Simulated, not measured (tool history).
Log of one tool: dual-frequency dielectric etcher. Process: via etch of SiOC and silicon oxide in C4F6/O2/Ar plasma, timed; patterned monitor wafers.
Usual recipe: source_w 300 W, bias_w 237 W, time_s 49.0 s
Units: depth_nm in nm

run	hour	source_w	bias_w	time_s	wafers since the last listed run	hours since the last wet clean	hours since the last source power generator calibration	hours since the last bias power generator calibration	hours since the last upper electrode change	hours since the gauge calibration	read-back reference wafer on the same gauge, depth_nm	depth_nm
1	0.0	300	237	49.0	0	722.5	1535.1	2614.5	2762.5	1302.8	50.1	54.9
# hour 48.4: wet clean of the chamber
2	77.6	300	279	49.0	623	29.2	1612.7	2692.1	2840.1	1380.4	50.1	59.6
3	127.8	300	237	49.0	584	79.4	1662.9	2742.3	2890.3	1430.6	50.1	55.1
# hour 226.3: upper electrode replaced
4	226.8	320	237	40.0	872	178.4	1761.9	2841.3	0.5	1529.6	50.1	45.9
5	269.7	320	237	40.0	499	221.3	1804.8	2884.2	43.4	1572.5	50.1	45.8
# hour 279.9: source power generator calibrated
6	375.4	330	237	58.0	1183	327.0	95.5	2989.9	149.1	1678.2	50.1	66.7
# hour 449.1: gauge calibrated
7	475.0	330	237	58.0	1159	426.6	195.1	3089.5	248.7	25.9	50.1	65.9
8	518.0	300	237	39.0	500	469.6	238.1	3132.5	291.7	68.9	50.1	43.1
9	615.8	300	237	49.0	1138	567.4	335.9	3230.3	389.5	166.7	50.1	54.0
10	678.2	300	237	49.0	726	629.8	398.3	3292.7	451.9	229.1	50.1	53.7
# hour 757.4: wet clean of the chamber
11	757.9	320	237	49.0	648	0.5	478.0	3372.4	531.6	308.8	50.1	56.1
12	825.9	300	237	49.0	791	68.5	546.0	3440.4	599.6	376.8	50.1	54.1
13	908.3	340	209	42.0	959	150.9	628.4	3522.8	682.0	459.2	50.1	46.0
14	962.5	300	237	49.0	630	205.1	682.6	3577.0	736.2	513.4	50.1	53.9
15	1000.0	300	182	39.5	436	242.6	720.1	3614.5	773.7	550.9	50.1	38.0
16	1100.7	280	199	49.0	1172	343.3	820.8	3715.2	874.4	651.6	50.1	47.9
17	1161.0	300	237	61.5	701	403.6	881.1	3775.5	934.7	711.9	50.1	67.9
# hour 1197.0: bias power generator calibrated
18	1363.4	250	237	45.0	2309	606.0	1083.5	166.4	1137.1	914.3	50.1	45.9
# hour 1398.2: wet clean of the chamber
19	1465.4	300	237	49.0	907	67.2	1185.5	268.4	1239.1	1016.3	50.1	54.8
20	1510.9	300	290	49.0	529	112.7	1231.0	313.9	1284.6	1061.8	50.1	60.5
21	1820.9	300	215	56.0	3608	422.7	1541.0	623.9	1594.6	1371.8	50.1	59.1
22	1857.7	300	237	49.0	428	459.5	1577.8	660.7	1631.4	1408.6	50.1	55.2
23	1934.1	300	237	56.5	889	535.9	1654.2	737.1	1707.8	1485.0	50.1	63.1
# hour 1971.4: source power generator calibrated
# hour 1991.2: wet clean of the chamber
24	2009.3	300	237	49.0	598	18.1	37.9	812.3	1783.0	1560.2	50.1	54.2
25	2050.7	300	237	49.0	481	59.5	79.3	853.7	1824.4	1601.6	50.1	53.5
26	2087.7	240	259	62.0	430	96.5	116.3	890.7	1861.4	1638.6	50.1	63.7
27	2227.1	330	237	61.5	1622	235.9	255.7	1030.1	2000.8	1778.0	50.1	70.3
# hour 2274.7: gauge calibrated
28	2291.0	260	206	49.0	743	299.8	319.6	1094.0	2064.7	16.3	50.1	46.8
29	2394.2	300	237	49.0	1201	403.0	422.8	1197.2	2167.9	119.5	50.1	53.7

Forecast each of these 4 alternatives for the next run:
A	2394.6	300	237	49.0	4	403.4	423.2	1197.6	2168.3	119.9	?	?
B	2394.6	300	261	49.0	4	403.4	423.2	1197.6	2168.3	119.9	?	?
C	2394.6	300	291	35.5	4	403.4	423.2	1197.6	2168.3	119.9	?	?
D	2394.6	300	263	49.0	4	403.4	423.2	1197.6	2168.3	119.9	?	?

run	read-back reference wafer on the same gauge, depth_nm	depth_nm
A	50.1	54.0
B	50.1	56.8
C	50.1	43.5
D	50.1	57.0
Had the tool no hidden state, the same runs would have come out as:
run	depth_nm
A	53.8
B	56.6
C	43.3
D	56.8

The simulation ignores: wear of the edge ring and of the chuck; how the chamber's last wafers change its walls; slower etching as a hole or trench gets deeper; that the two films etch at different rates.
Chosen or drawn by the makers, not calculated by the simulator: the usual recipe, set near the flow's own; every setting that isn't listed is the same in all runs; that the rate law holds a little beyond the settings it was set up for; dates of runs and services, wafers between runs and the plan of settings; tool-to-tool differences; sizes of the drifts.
